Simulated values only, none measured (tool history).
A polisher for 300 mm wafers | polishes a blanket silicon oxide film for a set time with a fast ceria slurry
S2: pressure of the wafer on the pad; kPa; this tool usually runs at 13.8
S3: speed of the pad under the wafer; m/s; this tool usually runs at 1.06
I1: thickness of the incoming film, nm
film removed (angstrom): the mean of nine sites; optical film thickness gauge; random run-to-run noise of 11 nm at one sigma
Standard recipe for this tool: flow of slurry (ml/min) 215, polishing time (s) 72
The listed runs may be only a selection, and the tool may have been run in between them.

run 1 day=0 | flow_of_slurry_(ml/min)=215 S2=13.8 S3=1.06 polishing_time_(s)=72 | I1=2740.3 | film_removed_(angstrom)=8422
run 2 day=1.579 | flow_of_slurry_(ml/min)=215 S2=13.8 S3=1.06 polishing_time_(s)=72 | I1=2763 | film_removed_(angstrom)=8199
run 3 day=4.021 | flow_of_slurry_(ml/min)=215 S2=13.8 S3=1.06 polishing_time_(s)=72 | I1=2701.8 | film_removed_(angstrom)=8227
run 4 day=6.8 | flow_of_slurry_(ml/min)=215 S2=13.8 S3=1.06 polishing_time_(s)=72 | I1=2762.6 | film_removed_(angstrom)=7984
-- day=6.9 head pressure recalibrated
run 5 day=8.958 | flow_of_slurry_(ml/min)=215 S2=13.8 S3=1.06 polishing_time_(s)=72 | I1=2731.3 | film_removed_(angstrom)=9221
run 6 day=11.571 | flow_of_slurry_(ml/min)=215 S2=13.8 S3=1.06 polishing_time_(s)=72 | I1=2737 | film_removed_(angstrom)=8882
-- day=15.804 worn pad replaced by a new one
run 7 day=16.012 | flow_of_slurry_(ml/min)=215 S2=13.8 S3=1.06 polishing_time_(s)=72 | I1=2762 | film_removed_(angstrom)=8610
run 8 day=18.167 | flow_of_slurry_(ml/min)=215 S2=13.8 S3=1.06 polishing_time_(s)=72 | I1=2732.4 | film_removed_(angstrom)=8445
-- day=19.342 slurry nozzle cleaned
run 9 day=21.358 | flow_of_slurry_(ml/min)=215 S2=13.8 S3=1.06 polishing_time_(s)=72 | I1=2772.6 | film_removed_(angstrom)=8462
run 10 day=24.05 | flow_of_slurry_(ml/min)=215 S2=13.8 S3=1.06 polishing_time_(s)=72 | I1=2737.4 | film_removed_(angstrom)=8293
-- day=26.338 head pressure recalibrated
run 11 day=26.988 | flow_of_slurry_(ml/min)=215 S2=11 S3=1.18 polishing_time_(s)=72 | I1=2765.6 | film_removed_(angstrom)=8342
run 12 day=30.762 | flow_of_slurry_(ml/min)=215 S2=11 S3=1.18 polishing_time_(s)=72 | I1=2772.8 | film_removed_(angstrom)=8137
run 13 day=33.35 | flow_of_slurry_(ml/min)=215 S2=13.8 S3=1.06 polishing_time_(s)=88 | I1=2742.2 | film_removed_(angstrom)=10673
-- day=33.596 worn pad replaced by a new one
run 14 day=36.688 | flow_of_slurry_(ml/min)=230 S2=13.8 S3=1.06 polishing_time_(s)=63 | I1=2788.1 | film_removed_(angstrom)=7722
-- day=38.221 slurry nozzle cleaned
run 15 day=38.767 | flow_of_slurry_(ml/min)=230 S2=13.8 S3=1.06 polishing_time_(s)=63 | I1=2738.4 | film_removed_(angstrom)=7525
run 16 day=41.95 | flow_of_slurry_(ml/min)=215 S2=13.8 S3=1.06 polishing_time_(s)=72 | I1=2719.1 | film_removed_(angstrom)=8681
run 17 day=43.988 | flow_of_slurry_(ml/min)=215 S2=13.8 S3=1.06 polishing_time_(s)=72 | I1=2721.1 | film_removed_(angstrom)=8311
run 18 day=45.662 | flow_of_slurry_(ml/min)=215 S2=13.8 S3=1.06 polishing_time_(s)=72 | I1=2785.8 | film_removed_(angstrom)=8403
-- day=46.008 head pressure recalibrated
run 19 day=48.554 | flow_of_slurry_(ml/min)=215 S2=13.8 S3=1.06 polishing_time_(s)=72 | I1=2730.8 | film_removed_(angstrom)=9545
run 20 day=50.204 | flow_of_slurry_(ml/min)=215 S2=9 S3=1.42 polishing_time_(s)=72 | I1=2774.8 | film_removed_(angstrom)=7883
-- day=53.621 worn pad replaced by a new one, of another model than before
run 21 day=53.938 | flow_of_slurry_(ml/min)=215 S2=13.8 S3=1.06 polishing_time_(s)=59 | I1=2741.1 | film_removed_(angstrom)=7440
run 22 day=55.925 | flow_of_slurry_(ml/min)=215 S2=16.5 S3=1.06 polishing_time_(s)=88 | I1=2745.4 | film_removed_(angstrom)=12597
run 23 day=59.746 | flow_of_slurry_(ml/min)=215 S2=11 S3=1.18 polishing_time_(s)=72 | I1=2775.5 | film_removed_(angstrom)=8102
-- day=59.979 slurry nozzle cleaned
run 24 day=61.329 | flow_of_slurry_(ml/min)=215 S2=9 S3=1.42 polishing_time_(s)=72 | I1=2742.2 | film_removed_(angstrom)=7976
-- day=63.917 head pressure recalibrated
run 25 day=65.488 | flow_of_slurry_(ml/min)=195 S2=12.4 S3=1.32 polishing_time_(s)=58 | I1=2770.1 | film_removed_(angstrom)=7858

Predict the results of run 26:
run 26 day=68.071 | flow_of_slurry_(ml/min)=240 S2=16.5 S3=1.16 polishing_time_(s)=52 | I1=2763.7 | film_removed_(angstrom)=?

{"run 26": {"film removed (angstrom)": 7917}}
With no hidden state in the tool, this same run would have given film removed (angstrom) 8038.

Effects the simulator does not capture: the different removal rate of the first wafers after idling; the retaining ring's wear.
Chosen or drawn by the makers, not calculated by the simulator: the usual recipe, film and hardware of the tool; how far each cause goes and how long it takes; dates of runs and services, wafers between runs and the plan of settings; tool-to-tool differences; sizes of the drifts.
